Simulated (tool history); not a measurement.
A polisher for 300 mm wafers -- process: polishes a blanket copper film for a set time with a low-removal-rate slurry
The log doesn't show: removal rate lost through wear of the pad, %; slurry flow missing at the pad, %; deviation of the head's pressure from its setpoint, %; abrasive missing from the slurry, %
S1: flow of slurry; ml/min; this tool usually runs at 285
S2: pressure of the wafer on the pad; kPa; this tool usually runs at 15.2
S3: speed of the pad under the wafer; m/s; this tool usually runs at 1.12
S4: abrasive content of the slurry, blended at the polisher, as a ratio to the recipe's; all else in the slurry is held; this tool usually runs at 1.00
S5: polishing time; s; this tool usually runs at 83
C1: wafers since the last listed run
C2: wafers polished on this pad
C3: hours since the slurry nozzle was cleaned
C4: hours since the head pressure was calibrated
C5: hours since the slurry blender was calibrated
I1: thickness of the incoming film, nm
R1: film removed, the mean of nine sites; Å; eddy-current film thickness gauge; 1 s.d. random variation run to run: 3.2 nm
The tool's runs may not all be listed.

run	hour	S1	S2	S3	S4	S5	C1	C2	C3	C4	C5	I1	R1
1	0.0	365	15.2	1.12	0.80	83	0	1162	504.2	1067.9	287.1	1462.3	2028
# hour 15.1: worn pad replaced by a new one
2	27.4	285	15.2	1.12	0.85	83	256	134	531.6	1095.3	314.5	1446.3	2080
3	62.3	285	15.2	1.12	0.85	83	382	516	566.5	1130.2	349.4	1451.1	2089
4	75.6	285	15.2	1.12	1.00	83	145	662	579.8	1143.5	362.7	1417.3	2192
5	98.0	285	15.2	1.12	1.00	83	245	907	602.2	1165.9	385.1	1438.4	2190
6	119.3	285	15.2	1.12	1.00	83	233	1140	623.5	1187.2	406.4	1460.1	2164
7	137.3	285	15.2	1.12	1.00	83	197	1337	641.5	1205.2	424.4	1449.6	2238
# hour 142.6: worn pad replaced by a new one
# hour 143.9: slurry blender recalibrated
8	171.5	285	15.2	1.12	1.00	83	316	302	675.7	1239.4	27.6	1458.4	2182
9	185.0	205	11.0	0.86	1.00	83	147	450	689.2	1252.9	41.1	1479.5	1191
10	218.2	285	15.2	1.12	0.85	110	363	813	722.4	1286.1	74.3	1429.8	2778
11	234.8	285	12.4	1.42	1.00	75	181	995	739.0	1302.7	90.9	1450.4	2053
# hour 250.5: head pressure recalibrated
# hour 256.9: worn pad replaced by a new one
12	257.7	220	11.0	1.12	1.20	101	185	8	761.9	7.2	113.8	1456.4	2011
# hour 267.6: slurry nozzle cleaned
13	282.1	285	15.2	1.12	1.25	83	256	264	14.5	31.6	138.2	1442.0	2430
14	294.5	285	11.0	1.12	1.00	83	135	400	26.9	44.0	150.6	1450.9	1609
15	318.7	365	15.2	1.12	0.80	83	265	665	51.1	68.2	174.8	1466.0	2080
16	334.6	285	15.2	1.12	1.00	83	174	839	67.0	84.1	190.7	1447.3	2180

Predict each of these 3 candidate next runs independently; none follows another, all start after run 16:
A	335.1	285	15.2	1.12	1.00	83	5	844	67.5	84.6	191.2	1431.7	?
B	335.1	285	15.2	1.40	1.00	83	5	844	67.5	84.6	191.2	1431.7	?
C	335.1	285	15.2	1.12	0.80	83	5	844	67.5	84.6	191.2	1431.7	?

run	R1
A	2198
B	2747
C	2015
With no hidden state in the tool, these same runs would have given:
run	R1
A	2198
B	2747
C	2015
